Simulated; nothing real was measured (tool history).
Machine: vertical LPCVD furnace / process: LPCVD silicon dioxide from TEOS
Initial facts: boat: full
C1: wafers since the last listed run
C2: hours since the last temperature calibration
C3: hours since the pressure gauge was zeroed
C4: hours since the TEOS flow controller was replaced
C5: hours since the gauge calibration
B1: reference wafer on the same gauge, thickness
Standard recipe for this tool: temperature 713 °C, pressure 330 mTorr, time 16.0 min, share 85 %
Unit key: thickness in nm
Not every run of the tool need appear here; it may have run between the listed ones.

{"run": 1, "day": 0.0, "temperature": 710, "pressure": 330, "time": 16.0, "share": 85, "C1": 0, "C2": 2280.7, "C3": 3599.8, "C4": 1461.7, "C5": 1655.2, "B1": 182.06, "thickness": 166.14}
{"run": 2, "day": 1.596, "temperature": 713, "pressure": 330, "time": 16.0, "share": 85, "C1": 761, "C2": 2319.0, "C3": 3638.1, "C4": 1500.0, "C5": 1693.5, "B1": 181.81, "thickness": 177.05}
{"run": 3, "day": 12.196, "temperature": 713, "pressure": 330, "time": 16.0, "share": 85, "C1": 5060, "C2": 2573.4, "C3": 3892.5, "C4": 1754.4, "C5": 1947.9, "B1": 181.87, "thickness": 177.55}
{"run": 4, "day": 13.896, "temperature": 713, "pressure": 330, "time": 16.0, "share": 85, "C1": 811, "C2": 2614.2, "C3": 3933.3, "C4": 1795.2, "C5": 1988.7, "B1": 181.88, "thickness": 178.29}
{"run": 5, "day": 15.55, "temperature": 713, "pressure": 330, "time": 16.0, "share": 85, "C1": 789, "C2": 2653.9, "C3": 3973.0, "C4": 1834.9, "C5": 2028.4, "B1": 182.12, "thickness": 178.06}
{"run": 6, "day": 18.975, "temperature": 713, "pressure": 330, "time": 16.0, "share": 85, "C1": 1635, "C2": 2736.1, "C3": 4055.2, "C4": 1917.1, "C5": 2110.6, "B1": 181.79, "thickness": 178.51}
{"run": 7, "day": 23.242, "temperature": 713, "pressure": 330, "time": 16.0, "share": 85, "C1": 2036, "C2": 2838.5, "C3": 4157.6, "C4": 2019.5, "C5": 2213.0, "B1": 182.11, "thickness": 178.8}
{"run": 8, "day": 24.838, "temperature": 713, "pressure": 330, "time": 16.0, "share": 85, "C1": 761, "C2": 2876.8, "C3": 4195.9, "C4": 2057.8, "C5": 2251.3, "B1": 181.88, "thickness": 178.89}
{"run": 9, "day": 28.35, "temperature": 719, "pressure": 360, "time": 16.0, "share": 85, "C1": 1676, "C2": 2961.1, "C3": 4280.2, "C4": 2142.1, "C5": 2335.6, "B1": 181.78, "thickness": 213.28}
{"day": 31.488, "done": "pressure gauge zeroed"}
{"run": 10, "day": 32.496, "temperature": 719, "pressure": 360, "time": 16.0, "share": 85, "C1": 1501, "C2": 3060.6, "C3": 24.2, "C4": 2241.6, "C5": 2435.1, "B1": 181.81, "thickness": 206.98}
{"run": 11, "day": 35.842, "temperature": 702, "pressure": 330, "time": 16.0, "share": 85, "C1": 1597, "C2": 3140.9, "C3": 104.5, "C4": 2321.9, "C5": 2515.4, "B1": 182.05, "thickness": 135.83}
{"run": 12, "day": 38.738, "temperature": 716, "pressure": 410, "time": 16.0, "share": 85, "C1": 1382, "C2": 3210.4, "C3": 174.0, "C4": 2391.4, "C5": 2584.9, "B1": 182.07, "thickness": 207.96}
{"day": 40.871, "done": "thermocouples replaced and temperature profile calibrated"}
{"run": 13, "day": 40.892, "temperature": 713, "pressure": 330, "time": 12.0, "share": 77, "C1": 550, "C2": 0.5, "C3": 225.7, "C4": 2443.1, "C5": 2636.6, "B1": 181.95, "thickness": 120.55}
{"run": 14, "day": 43.879, "temperature": 707, "pressure": 295, "time": 18.5, "share": 96, "C1": 1426, "C2": 72.2, "C3": 297.4, "C4": 2514.8, "C5": 2708.3, "B1": 182.12, "thickness": 171.63}
{"run": 15, "day": 47.908, "temperature": 713, "pressure": 285, "time": 21.0, "share": 76, "C1": 1923, "C2": 168.9, "C3": 394.1, "C4": 2611.5, "C5": 2805.0, "B1": 182.3, "thickness": 195.71}
{"run": 16, "day": 52.304, "temperature": 713, "pressure": 330, "time": 16.0, "share": 85, "C1": 2098, "C2": 274.4, "C3": 499.6, "C4": 2717.0, "C5": 2910.5, "B1": 181.98, "thickness": 169.83}
{"day": 55.338, "done": "gauge calibrated"}
{"run": 17, "day": 55.9, "temperature": 713, "pressure": 360, "time": 16.0, "share": 77, "C1": 1716, "C2": 360.7, "C3": 585.9, "C4": 2803.3, "C5": 13.5, "B1": 182.05, "thickness": 169.32}
{"day": 56.904, "done": "TEOS flow controller replaced"}
{"run": 18, "day": 58.375, "temperature": 713, "pressure": 400, "time": 16.0, "share": 85, "C1": 704, "C2": 420.1, "C3": 645.3, "C4": 35.3, "C5": 72.9, "B1": 182.15, "thickness": 188.86}
{"run": 19, "day": 60.404, "temperature": 724, "pressure": 250, "time": 16.0, "share": 85, "C1": 968, "C2": 468.8, "C3": 694.0, "C4": 84.0, "C5": 121.6, "B1": 181.97, "thickness": 190.87}
{"run": 20, "day": 63.546, "temperature": 713, "pressure": 330, "time": 16.0, "share": 85, "C1": 1499, "C2": 544.2, "C3": 769.4, "C4": 159.4, "C5": 197.0, "B1": 182.27, "thickness": 171.78}
{"run": 21, "day": 66.196, "temperature": 713, "pressure": 330, "time": 16.0, "share": 85, "C1": 1265, "C2": 607.8, "C3": 833.0, "C4": 223.0, "C5": 260.6, "B1": 181.7, "thickness": 172.4}
{"run": 22, "day": 68.742, "temperature": 713, "pressure": 390, "time": 18.5, "share": 97, "C1": 1215, "C2": 668.9, "C3": 894.1, "C4": 284.1, "C5": 321.7, "B1": 182.09, "thickness": 230.18}
{"run": 23, "day": 72.604, "temperature": 713, "pressure": 295, "time": 16.0, "share": 85, "C1": 1843, "C2": 761.6, "C3": 986.8, "C4": 376.8, "C5": 414.4, "B1": 181.83, "thickness": 162.2}
{"run": 24, "day": 77.092, "temperature": 713, "pressure": 330, "time": 16.0, "share": 85, "C1": 2142, "C2": 869.3, "C3": 1094.5, "C4": 484.5, "C5": 522.1, "B1": 181.97, "thickness": 173.78}
{"run": 25, "day": 80.992, "temperature": 713, "pressure": 330, "time": 16.0, "share": 85, "C1": 1861, "C2": 962.9, "C3": 1188.1, "C4": 578.1, "C5": 615.7, "B1": 182.21, "thickness": 173.13}
{"run": 26, "day": 84.112, "temperature": 713, "pressure": 330, "time": 16.0, "share": 85, "C1": 1489, "C2": 1037.8, "C3": 1263.0, "C4": 653.0, "C5": 690.6, "B1": 182.0, "thickness": 173.67}
{"run": 27, "day": 85.696, "temperature": 713, "pressure": 330, "time": 11.0, "share": 85, "C1": 755, "C2": 1075.8, "C3": 1301.0, "C4": 691.0, "C5": 728.6, "B1": 181.94, "thickness": 118.54}
{"run": 28, "day": 88.696, "temperature": 713, "pressure": 330, "time": 11.5, "share": 85, "C1": 1432, "C2": 1147.8, "C3": 1373.0, "C4": 763.0, "C5": 800.6, "B1": 181.97, "thickness": 125.66}
{"run": 29, "day": 90.562, "temperature": 713, "pressure": 330, "time": 16.0, "share": 85, "C1": 891, "C2": 1192.6, "C3": 1417.8, "C4": 807.8, "C5": 845.4, "B1": 182.16, "thickness": 173.62}
{"run": 30, "day": 93.725, "temperature": 713, "pressure": 330, "time": 18.5, "share": 90, "C1": 1509, "C2": 1268.5, "C3": 1493.7, "C4": 883.7, "C5": 921.3, "B1": 182.06, "thickness": 206.88}
{"run": 31, "day": 98.225, "temperature": 707, "pressure": 330, "time": 16.0, "share": 95, "C1": 2148, "C2": 1376.5, "C3": 1601.7, "C4": 991.7, "C5": 1029.3, "B1": 181.69, "thickness": 161.07}

Here are 4 independent what-if runs from the current tool condition. What would each one return?
{"run": "A", "day": 98.4, "temperature": 713, "pressure": 330, "time": 21.0, "share": 85, "C1": 83, "C2": 1380.7, "C3": 1605.9, "C4": 995.9, "C5": 1033.5, "B1": "?", "thickness": "?"}
{"run": "B", "day": 98.4, "temperature": 713, "pressure": 365, "time": 16.0, "share": 85, "C1": 83, "C2": 1380.7, "C3": 1605.9, "C4": 995.9, "C5": 1033.5, "B1": "?", "thickness": "?"}
{"run": "C", "day": 98.4, "temperature": 719, "pressure": 375, "time": 12.0, "share": 85, "C1": 83, "C2": 1380.7, "C3": 1605.9, "C4": 995.9, "C5": 1033.5, "B1": "?", "thickness": "?"}
{"run": "D", "day": 98.4, "temperature": 713, "pressure": 330, "time": 12.5, "share": 85, "C1": 83, "C2": 1380.7, "C3": 1605.9, "C4": 995.9, "C5": 1033.5, "B1": "?", "thickness": "?"}

run=A B1=182.04 thickness=229.90
run=B B1=182.04 thickness=184.03
run=C B1=182.04 thickness=160.03
run=D B1=182.04 thickness=136.85
Without the tool's hidden state the same runs would have given:
run=A thickness=220.59
run=B thickness=176.76
run=C thickness=153.80
run=D thickness=131.30

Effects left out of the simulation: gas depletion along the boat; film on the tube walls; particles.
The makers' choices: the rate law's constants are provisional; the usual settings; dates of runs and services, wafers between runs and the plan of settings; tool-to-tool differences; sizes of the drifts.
